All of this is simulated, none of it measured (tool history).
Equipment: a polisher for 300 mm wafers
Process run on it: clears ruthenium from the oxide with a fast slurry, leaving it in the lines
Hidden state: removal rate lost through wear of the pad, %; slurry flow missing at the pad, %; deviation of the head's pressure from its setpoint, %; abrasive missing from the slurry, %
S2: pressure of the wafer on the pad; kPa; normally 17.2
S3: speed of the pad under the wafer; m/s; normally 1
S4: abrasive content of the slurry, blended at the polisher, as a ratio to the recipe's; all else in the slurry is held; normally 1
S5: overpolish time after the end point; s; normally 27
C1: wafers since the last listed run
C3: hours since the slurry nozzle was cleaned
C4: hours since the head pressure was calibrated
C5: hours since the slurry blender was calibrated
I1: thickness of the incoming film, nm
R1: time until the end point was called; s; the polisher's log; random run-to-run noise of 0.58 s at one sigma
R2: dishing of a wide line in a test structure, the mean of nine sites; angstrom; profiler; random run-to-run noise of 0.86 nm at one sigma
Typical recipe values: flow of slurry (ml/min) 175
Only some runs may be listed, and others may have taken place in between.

run 1 day=0 | flow_of_slurry_(ml/min)=175 S2=17.2 S3=1 S4=0.85 S5=27 | C1=0 wafers_polished_on_this_pad=2440 C3=271.6 C4=482.6 C5=193.5 | I1=137.9 | R1=43.6 R2=657
-- day=0.254 worn pad replaced by a new one
run 2 day=2.767 | flow_of_slurry_(ml/min)=175 S2=17.2 S3=1 S4=0.85 S5=27 | C1=387 wafers_polished_on_this_pad=374 C3=338 C4=549 C5=259.9 | I1=142.3 | R1=42.2 R2=684
run 3 day=3.967 | flow_of_slurry_(ml/min)=175 S2=19.3 S3=1 S4=1 S5=27 | C1=178 wafers_polished_on_this_pad=553 C3=366.8 C4=577.8 C5=288.7 | I1=139.1 | R1=34 R2=761
run 4 day=5.346 | flow_of_slurry_(ml/min)=175 S2=17.2 S3=0.72 S4=1 S5=27 | C1=205 wafers_polished_on_this_pad=759 C3=399.9 C4=610.9 C5=321.8 | I1=137.9 | R1=52.5 R2=563
-- day=6.133 slurry nozzle cleaned
run 5 day=7.954 | flow_of_slurry_(ml/min)=140 S2=17.2 S3=1 S4=0.7 S5=12 | C1=382 wafers_polished_on_this_pad=1141 C3=43.7 C4=673.5 C5=384.4 | I1=138.4 | R1=48.2 R2=285
run 6 day=10.408 | flow_of_slurry_(ml/min)=175 S2=17.2 S3=1 S4=1 S5=27 | C1=365 wafers_polished_on_this_pad=1507 C3=102.6 C4=732.4 C5=443.3 | I1=140.7 | R1=40.9 R2=696
-- day=11.738 slurry blender recalibrated
run 7 day=11.833 | flow_of_slurry_(ml/min)=175 S2=20.7 S3=1 S4=1 S5=27 | C1=200 wafers_polished_on_this_pad=1707 C3=136.8 C4=766.6 C5=2.3 | I1=141.5 | R1=35.1 R2=784
run 8 day=13.504 | flow_of_slurry_(ml/min)=175 S2=17.2 S3=1 S4=1 S5=27 | C1=249 wafers_polished_on_this_pad=1956 C3=176.9 C4=806.7 C5=42.4 | I1=140.5 | R1=41.4 R2=679
run 9 day=15.388 | flow_of_slurry_(ml/min)=175 S2=17.2 S3=1 S4=1 S5=27 | C1=280 wafers_polished_on_this_pad=2237 C3=222.1 C4=851.9 C5=87.6 | I1=141.4 | R1=41.3 R2=691
run 10 day=17.304 | flow_of_slurry_(ml/min)=175 S2=17.2 S3=1.32 S4=1 S5=27 | C1=285 wafers_polished_on_this_pad=2523 C3=268.1 C4=897.9 C5=133.6 | I1=141.3 | R1=31.9 R2=833
run 11 day=20.179 | flow_of_slurry_(ml/min)=175 S2=17.2 S3=0.82 S4=1 S5=27 | C1=428 wafers_polished_on_this_pad=2952 C3=337.1 C4=966.9 C5=202.6 | I1=141 | R1=50.5 R2=582
-- day=21.858 worn pad replaced by a new one
run 12 day=23.071 | flow_of_slurry_(ml/min)=175 S2=17.2 S3=1.24 S4=1 S5=27 | C1=406 wafers_polished_on_this_pad=180 C3=406.5 C4=1036.3 C5=272 | I1=141.3 | R1=30.9 R2=867
-- day=23.396 head pressure recalibrated
-- day=25.321 slurry nozzle cleaned
run 13 day=25.646 | flow_of_slurry_(ml/min)=175 S2=17.2 S3=1 S4=1 S5=27 | C1=365 wafers_polished_on_this_pad=545 C3=7.8 C4=54 C5=333.8 | I1=141 | R1=39.8 R2=727
run 14 day=27.625 | flow_of_slurry_(ml/min)=205 S2=17.2 S3=1 S4=1 S5=32 | C1=295 wafers_polished_on_this_pad=840 C3=55.3 C4=101.5 C5=381.3 | I1=141.7 | R1=39.5 R2=815
-- day=28.671 slurry blender recalibrated
run 15 day=29.638 | flow_of_slurry_(ml/min)=175 S2=20.7 S3=1 S4=1 S5=27 | C1=287 wafers_polished_on_this_pad=1128 C3=103.6 C4=149.8 C5=23.2 | I1=141.2 | R1=35.3 R2=775
run 16 day=31.683 | flow_of_slurry_(ml/min)=175 S2=17.2 S3=1 S4=1 S5=27 | C1=305 wafers_polished_on_this_pad=1433 C3=152.7 C4=198.9 C5=72.3 | I1=137 | R1=38.6 R2=686
run 17 day=34.175 | flow_of_slurry_(ml/min)=175 S2=20.7 S3=1 S4=1 S5=27 | C1=371 wafers_polished_on_this_pad=1805 C3=212.5 C4=258.7 C5=132.1 | I1=139.1 | R1=35.4 R2=781
run 18 day=35.5 | flow_of_slurry_(ml/min)=175 S2=14.5 S3=1 S4=1 S5=12 | C1=197 wafers_polished_on_this_pad=2002 C3=244.3 C4=290.5 C5=163.9 | I1=139.7 | R1=46.7 R2=302
run 19 day=36.517 | flow_of_slurry_(ml/min)=175 S2=17.2 S3=1 S4=1 S5=27 | C1=151 wafers_polished_on_this_pad=2154 C3=268.7 C4=314.9 C5=188.3 | I1=140.2 | R1=42.2 R2=690
run 20 day=39.012 | flow_of_slurry_(ml/min)=175 S2=15.2 S3=1 S4=0.75 S5=27 | C1=372 wafers_polished_on_this_pad=2526 C3=328.6 C4=374.8 C5=248.2 | I1=138.4 | R1=52.9 R2=557
-- day=40.65 worn pad replaced by a new one
run 21 day=41.421 | flow_of_slurry_(ml/min)=200 S2=17.2 S3=0.9 S4=1 S5=27 | C1=334 wafers_polished_on_this_pad=115 C3=386.4 C4=432.6 C5=306 | I1=142.1 | R1=41.7 R2=700
run 22 day=43.342 | flow_of_slurry_(ml/min)=205 S2=17.2 S3=0.88 S4=1.1 S5=12 | C1=286 wafers_polished_on_this_pad=401 C3=432.5 C4=478.7 C5=352.1 | I1=140.9 | R1=41.1 R2=343
-- day=43.683 slurry nozzle cleaned
run 23 day=44.404 | flow_of_slurry_(ml/min)=225 S2=17.2 S3=1 S4=1 S5=42 | C1=152 wafers_polished_on_this_pad=553 C3=17.3 C4=504.2 C5=377.6 | I1=141.7 | R1=37 R2=1024
run 24 day=45.95 | flow_of_slurry_(ml/min)=225 S2=15.2 S3=1 S4=1.15 S5=27 | C1=230 wafers_polished_on_this_pad=784 C3=54.4 C4=541.3 C5=414.7 | I1=137.7 | R1=38.9 R2=699
run 25 day=47.188 | flow_of_slurry_(ml/min)=140 S2=17.2 S3=1 S4=1 S5=27 | C1=184 wafers_polished_on_this_pad=968 C3=84.1 C4=571 C5=444.4 | I1=140.1 | R1=41.2 R2=680
-- day=48.538 slurry blender recalibrated
run 26 day=50.062 | flow_of_slurry_(ml/min)=175 S2=11.7 S3=0.84 S4=1 S5=27 | C1=416 wafers_polished_on_this_pad=1384 C3=153.1 C4=640 C5=36.6 | I1=139.1 | R1=63.6 R2=475
run 27 day=52.208 | flow_of_slurry_(ml/min)=230 S2=13.8 S3=0.74 S4=1.15 S5=27 | C1=319 wafers_polished_on_this_pad=1704 C3=204.6 C4=691.5 C5=88.1 | I1=142 | R1=61.2 R2=500

Forecast each of these 5 alternatives for the next run:
run A day=52.229 | flow_of_slurry_(ml/min)=175 S2=17.2 S3=1 S4=1 S5=27 | C1=3 wafers_polished_on_this_pad=1707 C3=205.1 C4=692 C5=88.6 | I1=137.9 | R1=? R2=?
run B day=52.229 | flow_of_slurry_(ml/min)=160 S2=17.2 S3=1.1 S4=1 S5=27 | C1=3 wafers_polished_on_this_pad=1707 C3=205.1 C4=692 C5=88.6 | I1=137.9 | R1=? R2=?
run C day=52.229 | flow_of_slurry_(ml/min)=175 S2=17.2 S3=1 S4=1 S5=39 | C1=3 wafers_polished_on_this_pad=1707 C3=205.1 C4=692 C5=88.6 | I1=137.9 | R1=? R2=?
run D day=52.229 | flow_of_slurry_(ml/min)=120 S2=17.2 S3=1 S4=1 S5=27 | C1=3 wafers_polished_on_this_pad=1707 C3=205.1 C4=692 C5=88.6 | I1=137.9 | R1=? R2=?
run E day=52.229 | flow_of_slurry_(ml/min)=175 S2=17.2 S3=1 S4=1 S5=16 | C1=3 wafers_polished_on_this_pad=1707 C3=205.1 C4=692 C5=88.6 | I1=137.9 | R1=? R2=?

run=A R1=39.9 R2=680
run=B R1=36.9 R2=725
run=C R1=39.9 R2=903
run=D R1=42 R2=652
run=E R1=39.9 R2=436
Stripped of hidden state, with their random variation kept, the same runs would have yielded:
run=A R1=35.4 R2=748
run=B R1=32.7 R2=796
run=C R1=35.4 R2=984
run=D R1=37.3 R2=719
run=E R1=35.4 R2=485
